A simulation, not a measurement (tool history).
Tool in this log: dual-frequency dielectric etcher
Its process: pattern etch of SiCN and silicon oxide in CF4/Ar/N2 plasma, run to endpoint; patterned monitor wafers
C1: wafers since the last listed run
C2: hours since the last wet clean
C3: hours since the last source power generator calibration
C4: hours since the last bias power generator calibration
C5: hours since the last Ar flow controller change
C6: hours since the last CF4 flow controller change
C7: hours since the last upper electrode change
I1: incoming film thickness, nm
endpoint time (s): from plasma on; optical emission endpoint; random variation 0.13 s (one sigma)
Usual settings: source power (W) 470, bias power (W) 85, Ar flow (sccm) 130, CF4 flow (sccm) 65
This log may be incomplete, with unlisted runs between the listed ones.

{"run": 1, "day": 0.0, "source power (W)": 470, "bias power (W)": 85, "Ar flow (sccm)": 130, "CF4 flow (sccm)": 65, "C1": 0, "C2": 375.9, "C3": 3906.3, "C4": 3185.5, "C5": 3490.1, "C6": 130.8, "C7": 66.5, "I1": 13.97, "endpoint time (s)": 14.4}
{"run": 2, "day": 3.0, "source power (W)": 470, "bias power (W)": 85, "Ar flow (sccm)": 106, "CF4 flow (sccm)": 65, "C1": 936, "C2": 447.9, "C3": 3978.3, "C4": 3257.5, "C5": 3562.1, "C6": 202.8, "C7": 138.5, "I1": 14.14, "endpoint time (s)": 13.9}
{"run": 3, "day": 5.288, "source power (W)": 560, "bias power (W)": 85, "Ar flow (sccm)": 130, "CF4 flow (sccm)": 65, "C1": 714, "C2": 502.8, "C3": 4033.2, "C4": 3312.4, "C5": 3617, "C6": 257.7, "C7": 193.4, "I1": 14.07, "endpoint time (s)": 11.8}
{"day": 6.492, "done": "wet clean of the chamber"}
{"run": 4, "day": 6.512, "source power (W)": 540, "bias power (W)": 94, "Ar flow (sccm)": 117, "CF4 flow (sccm)": 54, "C1": 70, "C2": 0.5, "C3": 4062.6, "C4": 3341.8, "C5": 3646.4, "C6": 287.1, "C7": 222.8, "I1": 14.13, "endpoint time (s)": 12.5}
{"run": 5, "day": 8.804, "source power (W)": 470, "bias power (W)": 85, "Ar flow (sccm)": 130, "CF4 flow (sccm)": 65, "C1": 715, "C2": 55.5, "C3": 4117.6, "C4": 3396.8, "C5": 3701.4, "C6": 342.1, "C7": 277.8, "I1": 14.13, "endpoint time (s)": 15.3}
{"run": 6, "day": 11.108, "source power (W)": 470, "bias power (W)": 85, "Ar flow (sccm)": 130, "CF4 flow (sccm)": 65, "C1": 719, "C2": 110.8, "C3": 4172.9, "C4": 3452.1, "C5": 3756.7, "C6": 397.4, "C7": 333.1, "I1": 14.1, "endpoint time (s)": 15.2}
{"day": 11.492, "done": "source power generator calibrated"}
{"run": 7, "day": 13.208, "source power (W)": 470, "bias power (W)": 85, "Ar flow (sccm)": 130, "CF4 flow (sccm)": 65, "C1": 603, "C2": 161.2, "C3": 41.2, "C4": 3502.5, "C5": 3807.1, "C6": 447.8, "C7": 383.5, "I1": 14.26, "endpoint time (s)": 15}
{"run": 8, "day": 14.596, "source power (W)": 560, "bias power (W)": 105, "Ar flow (sccm)": 130, "CF4 flow (sccm)": 60, "C1": 433, "C2": 194.5, "C3": 74.5, "C4": 3535.8, "C5": 3840.4, "C6": 481.1, "C7": 416.8, "I1": 14.07, "endpoint time (s)": 11}
{"run": 9, "day": 15.683, "source power (W)": 470, "bias power (W)": 85, "Ar flow (sccm)": 130, "CF4 flow (sccm)": 65, "C1": 339, "C2": 220.6, "C3": 100.6, "C4": 3561.9, "C5": 3866.5, "C6": 507.2, "C7": 442.9, "I1": 14.13, "endpoint time (s)": 14.8}
{"run": 10, "day": 17.771, "source power (W)": 380, "bias power (W)": 85, "Ar flow (sccm)": 114, "CF4 flow (sccm)": 72, "C1": 651, "C2": 270.7, "C3": 150.7, "C4": 3612, "C5": 3916.6, "C6": 557.3, "C7": 493, "I1": 14.16, "endpoint time (s)": 18.6}
{"day": 18.592, "done": "Ar flow controller replaced"}
{"run": 11, "day": 19.35, "source power (W)": 470, "bias power (W)": 103, "Ar flow (sccm)": 130, "CF4 flow (sccm)": 59, "C1": 414, "C2": 308.6, "C3": 188.6, "C4": 3649.9, "C5": 18.2, "C6": 595.2, "C7": 530.9, "I1": 14.02, "endpoint time (s)": 13.3}
{"run": 12, "day": 20.454, "source power (W)": 350, "bias power (W)": 70, "Ar flow (sccm)": 140, "CF4 flow (sccm)": 65, "C1": 344, "C2": 335.1, "C3": 215.1, "C4": 3676.4, "C5": 44.7, "C6": 621.7, "C7": 557.4, "I1": 14.05, "endpoint time (s)": 23.2}
{"run": 13, "day": 22.5, "source power (W)": 420, "bias power (W)": 105, "Ar flow (sccm)": 149, "CF4 flow (sccm)": 79, "C1": 638, "C2": 384.2, "C3": 264.2, "C4": 3725.5, "C5": 93.8, "C6": 670.8, "C7": 606.5, "I1": 14.01, "endpoint time (s)": 14.7}
{"day": 23.229, "done": "bias power generator calibrated"}
{"day": 27.704, "done": "wet clean of the chamber"}
{"run": 14, "day": 27.725, "source power (W)": 470, "bias power (W)": 92, "Ar flow (sccm)": 144, "CF4 flow (sccm)": 59, "C1": 1266, "C2": 0.5, "C3": 389.6, "C4": 107.9, "C5": 219.2, "C6": 796.2, "C7": 731.9, "I1": 14.18, "endpoint time (s)": 14.8}
{"run": 15, "day": 29.046, "source power (W)": 380, "bias power (W)": 70, "Ar flow (sccm)": 115, "CF4 flow (sccm)": 71, "C1": 412, "C2": 32.2, "C3": 421.3, "C4": 139.6, "C5": 250.9, "C6": 827.9, "C7": 763.6, "I1": 14.02, "endpoint time (s)": 20.8}
{"run": 16, "day": 31.242, "source power (W)": 470, "bias power (W)": 85, "Ar flow (sccm)": 100, "CF4 flow (sccm)": 65, "C1": 685, "C2": 84.9, "C3": 474, "C4": 192.3, "C5": 303.6, "C6": 880.6, "C7": 816.3, "I1": 14.2, "endpoint time (s)": 14.4}
{"run": 17, "day": 33.125, "source power (W)": 470, "bias power (W)": 85, "Ar flow (sccm)": 130, "CF4 flow (sccm)": 65, "C1": 587, "C2": 130.1, "C3": 519.2, "C4": 237.5, "C5": 348.8, "C6": 925.8, "C7": 861.5, "I1": 14.02, "endpoint time (s)": 14.9}
{"run": 18, "day": 36.008, "source power (W)": 470, "bias power (W)": 85, "Ar flow (sccm)": 117, "CF4 flow (sccm)": 65, "C1": 900, "C2": 199.3, "C3": 588.4, "C4": 306.7, "C5": 418, "C6": 995, "C7": 930.7, "I1": 14.09, "endpoint time (s)": 14.5}
{"run": 19, "day": 37.571, "source power (W)": 370, "bias power (W)": 71, "Ar flow (sccm)": 144, "CF4 flow (sccm)": 65, "C1": 487, "C2": 236.8, "C3": 625.9, "C4": 344.2, "C5": 455.5, "C6": 1032.5, "C7": 968.2, "I1": 14.16, "endpoint time (s)": 22.5}
{"run": 20, "day": 38.962, "source power (W)": 470, "bias power (W)": 85, "Ar flow (sccm)": 130, "CF4 flow (sccm)": 65, "C1": 434, "C2": 270.2, "C3": 659.3, "C4": 377.6, "C5": 488.9, "C6": 1065.9, "C7": 1001.6, "I1": 14.05, "endpoint time (s)": 14.8}
{"run": 21, "day": 40.496, "source power (W)": 470, "bias power (W)": 85, "Ar flow (sccm)": 130, "CF4 flow (sccm)": 65, "C1": 478, "C2": 307, "C3": 696.1, "C4": 414.4, "C5": 525.7, "C6": 1102.7, "C7": 1038.4, "I1": 13.96, "endpoint time (s)": 14.5}
{"run": 22, "day": 42.65, "source power (W)": 470, "bias power (W)": 85, "Ar flow (sccm)": 130, "CF4 flow (sccm)": 65, "C1": 672, "C2": 358.7, "C3": 747.8, "C4": 466.1, "C5": 577.4, "C6": 1154.4, "C7": 1090.1, "I1": 14.01, "endpoint time (s)": 14.3}
{"run": 23, "day": 44.617, "source power (W)": 590, "bias power (W)": 85, "Ar flow (sccm)": 145, "CF4 flow (sccm)": 65, "C1": 613, "C2": 405.9, "C3": 795, "C4": 513.3, "C5": 624.6, "C6": 1201.6, "C7": 1137.3, "I1": 14.05, "endpoint time (s)": 11.4}
{"run": 24, "day": 46.921, "source power (W)": 470, "bias power (W)": 85, "Ar flow (sccm)": 141, "CF4 flow (sccm)": 65, "C1": 719, "C2": 461.2, "C3": 850.3, "C4": 568.6, "C5": 679.9, "C6": 1256.9, "C7": 1192.6, "I1": 14.01, "endpoint time (s)": 14.3}
{"day": 48.525, "done": "wet clean of the chamber"}
{"run": 25, "day": 48.546, "source power (W)": 470, "bias power (W)": 100, "Ar flow (sccm)": 130, "CF4 flow (sccm)": 65, "C1": 195, "C2": 0.5, "C3": 889.3, "C4": 607.6, "C5": 718.9, "C6": 1295.9, "C7": 1231.6, "I1": 14.18, "endpoint time (s)": 13.9}

Results per run with the tool's hidden condition removed, run-to-run variation unchanged:
Hidden state present: etch rate over this chamber's usual, %; source power that arrives over what is set, %; bias power that arrives over what is set, %; Ar flow that arrives over what is set, %; CF4 flow that arrives over what is set, %.
run=1 endpoint_time_(s)=15
run=2 endpoint_time_(s)=14.6
run=3 endpoint_time_(s)=12.5
run=4 endpoint_time_(s)=12.4
run=5 endpoint_time_(s)=15.4
run=6 endpoint_time_(s)=15.4
run=7 endpoint_time_(s)=15.3
run=8 endpoint_time_(s)=11.2
run=9 endpoint_time_(s)=15.1
run=10 endpoint_time_(s)=19.1
run=11 endpoint_time_(s)=13.7
run=12 endpoint_time_(s)=24
run=13 endpoint_time_(s)=15.3
run=14 endpoint_time_(s)=14.9
run=15 endpoint_time_(s)=21
run=16 endpoint_time_(s)=14.6
run=17 endpoint_time_(s)=15.2
run=18 endpoint_time_(s)=14.8
run=19 endpoint_time_(s)=23.1
run=20 endpoint_time_(s)=15.2
run=21 endpoint_time_(s)=15
run=22 endpoint_time_(s)=14.9
run=23 endpoint_time_(s)=12
run=24 endpoint_time_(s)=15
run=25 endpoint_time_(s)=14

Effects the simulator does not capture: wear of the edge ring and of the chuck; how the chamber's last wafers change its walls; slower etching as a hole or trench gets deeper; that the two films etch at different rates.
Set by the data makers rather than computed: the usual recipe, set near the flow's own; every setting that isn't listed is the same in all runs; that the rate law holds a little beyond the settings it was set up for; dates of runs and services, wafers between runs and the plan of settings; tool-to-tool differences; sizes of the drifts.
